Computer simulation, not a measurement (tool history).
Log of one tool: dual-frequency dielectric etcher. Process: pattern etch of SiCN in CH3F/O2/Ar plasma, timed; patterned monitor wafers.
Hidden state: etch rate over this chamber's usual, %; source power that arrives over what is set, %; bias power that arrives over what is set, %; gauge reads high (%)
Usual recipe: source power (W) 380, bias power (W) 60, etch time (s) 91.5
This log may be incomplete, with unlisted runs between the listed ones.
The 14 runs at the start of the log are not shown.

run,day,source power (W),bias power (W),etch time (s),wafers since the last listed run,hours since the last wet clean,hours since the last source power generator calibration,hours since the last bias power generator calibration,hours since the last upper electrode change,hours since the gauge calibration,"read-back reference wafer on the same gauge, depth_nm",mean etch depth across the wafer (nm)
15,14.054,350,75,91.5,111,235.3,3392.7,132.1,4634.5,983.2,28.00,31.22
16,14.696,300,69,106.0,105,250.7,3408.1,147.5,4649.9,998.6,28.00,31.95
17,15.825,380,60,91.5,186,277.8,3435.2,174.6,4677.0,1025.7,28.01,30.96
18,17.267,380,55,91.5,237,312.4,3469.8,209.2,4711.6,1060.3,28.01,30.22
# day 18.038: gauge calibrated
19,19.412,420,65,100.5,354,363.9,3521.3,260.7,4763.1,33.0,27.98,36.73
20,19.967,420,73,100.0,91,377.2,3534.6,274.0,4776.4,46.3,28.00,37.62
21,21.833,320,51,99.0,308,422.0,3579.4,318.8,4821.2,91.1,28.00,28.60
# day 22.829: source power generator calibrated
# day 23.075: upper electrode replaced
# day 23.675: wet clean of the chamber
22,23.696,410,65,69.5,140,0.5,20.8,363.5,14.9,135.8,28.01,24.42
23,23.712,410,69,118.0,2,0.9,21.2,363.9,15.3,136.2,28.00,42.14
24,23.871,290,60,91.5,26,4.7,25.0,367.7,19.1,140.0,28.02,25.19
25,25.350,460,65,72.5,244,40.2,60.5,403.2,54.6,175.5,27.97,27.24
26,26.304,350,75,91.5,157,63.1,83.4,426.1,77.5,198.4,27.99,30.31
27,27.538,320,46,111.0,203,92.7,113.0,455.7,107.1,228.0,27.99,30.45
28,30.438,330,73,91.5,478,162.3,182.6,525.3,176.7,297.6,28.00,29.00
29,31.558,440,68,110.5,185,189.2,209.5,552.2,203.6,324.5,28.00,40.61
30,32.342,380,60,91.5,129,208.0,228.3,571.0,222.4,343.3,27.99,29.85

Below are 4 alternative next runs, each starting from the tool's condition after run 30. Predict each:
A,32.358,380,46,91.5,2,208.4,228.7,571.4,222.8,343.7,?,?
B,32.358,380,68,91.5,2,208.4,228.7,571.4,222.8,343.7,?,?
C,32.358,380,71,105.5,2,208.4,228.7,571.4,222.8,343.7,?,?
D,32.358,380,50,110.0,2,208.4,228.7,571.4,222.8,343.7,?,?

run,"read-back reference wafer on the same gauge, depth_nm",mean etch depth across the wafer (nm)
A,28.02,28.02
B,28.02,30.92
C,28.02,36.08
D,28.02,34.35
Without the tool's hidden state the same runs would have given:
run,mean etch depth across the wafer (nm)
A,28.52
B,31.48
C,36.73
D,34.97

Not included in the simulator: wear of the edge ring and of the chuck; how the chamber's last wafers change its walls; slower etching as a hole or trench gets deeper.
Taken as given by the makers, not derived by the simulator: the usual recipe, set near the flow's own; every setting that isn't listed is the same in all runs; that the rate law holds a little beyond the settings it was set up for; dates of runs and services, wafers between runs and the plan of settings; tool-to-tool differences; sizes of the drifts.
